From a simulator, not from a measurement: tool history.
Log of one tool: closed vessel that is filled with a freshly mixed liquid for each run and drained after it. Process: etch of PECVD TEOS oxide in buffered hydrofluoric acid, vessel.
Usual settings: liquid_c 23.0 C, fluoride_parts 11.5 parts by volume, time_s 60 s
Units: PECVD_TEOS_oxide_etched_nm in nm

run	hour	liquid_c	fluoride_parts	time_s	wafers since the last listed run	hours since the thermometer was replaced	hours since the hydrofluoric acid flow meter was replaced	hours since the gauge calibration	read-back film thickness of the PECVD TEOS oxide reference wafer, read on the same gauge (nm)	PECVD_TEOS_oxide_etched_nm
1	0.0	23.0	11.5	60	0	342.1	1766.2	429.6	150.04	97.51
2	51.2	23.0	11.5	60	3182	393.3	1817.4	480.8	149.99	98.01
3	155.9	23.0	11.5	60	6507	498.0	1922.1	585.5	149.94	97.59
# hour 227.8: thermometer replaced
4	247.5	23.0	11.5	60	5630	19.7	2013.7	677.1	150.00	97.81
5	298.8	20.5	14.0	60	3188	71.0	2065.0	728.4	150.02	70.11
# hour 355.1: hydrofluoric acid flow meter replaced
6	392.6	20.5	14.0	60	5767	164.8	37.5	822.2	149.99	69.97
7	438.2	20.5	11.5	85	2834	210.4	83.1	867.8	149.94	121.00
8	502.9	20.5	11.5	85	4021	275.1	147.8	932.5	150.00	120.64
9	543.3	25.0	11.5	60	2510	315.5	188.2	972.9	150.06	108.74
10	585.0	21.0	10.0	90	2591	357.2	229.9	1014.6	149.97	150.67
11	623.9	23.0	14.0	90	2417	396.1	268.8	1053.5	150.02	119.60
12	677.2	20.5	11.5	35	3312	449.4	322.1	1106.8	149.99	49.31
# hour 768.5: gauge calibrated
13	771.6	21.5	11.5	95	5866	543.8	416.5	3.1	150.01	142.88
# hour 824.6: thermometer replaced
14	836.7	23.0	11.5	60	3983	12.1	481.6	68.2	149.95	97.33
15	916.4	19.0	11.5	60	4953	91.8	561.3	147.9	150.05	78.23
16	1010.9	23.0	11.5	60	5873	186.3	655.8	242.4	150.01	98.83
17	1098.8	23.0	11.5	75	5462	274.2	743.7	330.3	150.06	122.41
18	1145.7	24.5	11.5	60	2914	321.1	790.6	377.2	149.98	106.46

How the hidden state differs across the entries between the runs, from the last listed run before each to the first after it:
Between runs 3 and 4: thermometer replaced (hour 227.8)
  no hidden state differs between the two runs
Between runs 5 and 6: hydrofluoric acid flow meter replaced (hour 355.1)
  no hidden state differs between the two runs
Between runs 12 and 13: gauge calibrated (hour 768.5)
  no hidden state differs between the two runs
Between runs 13 and 14: thermometer replaced (hour 824.6)
  no hidden state differs between the two runs
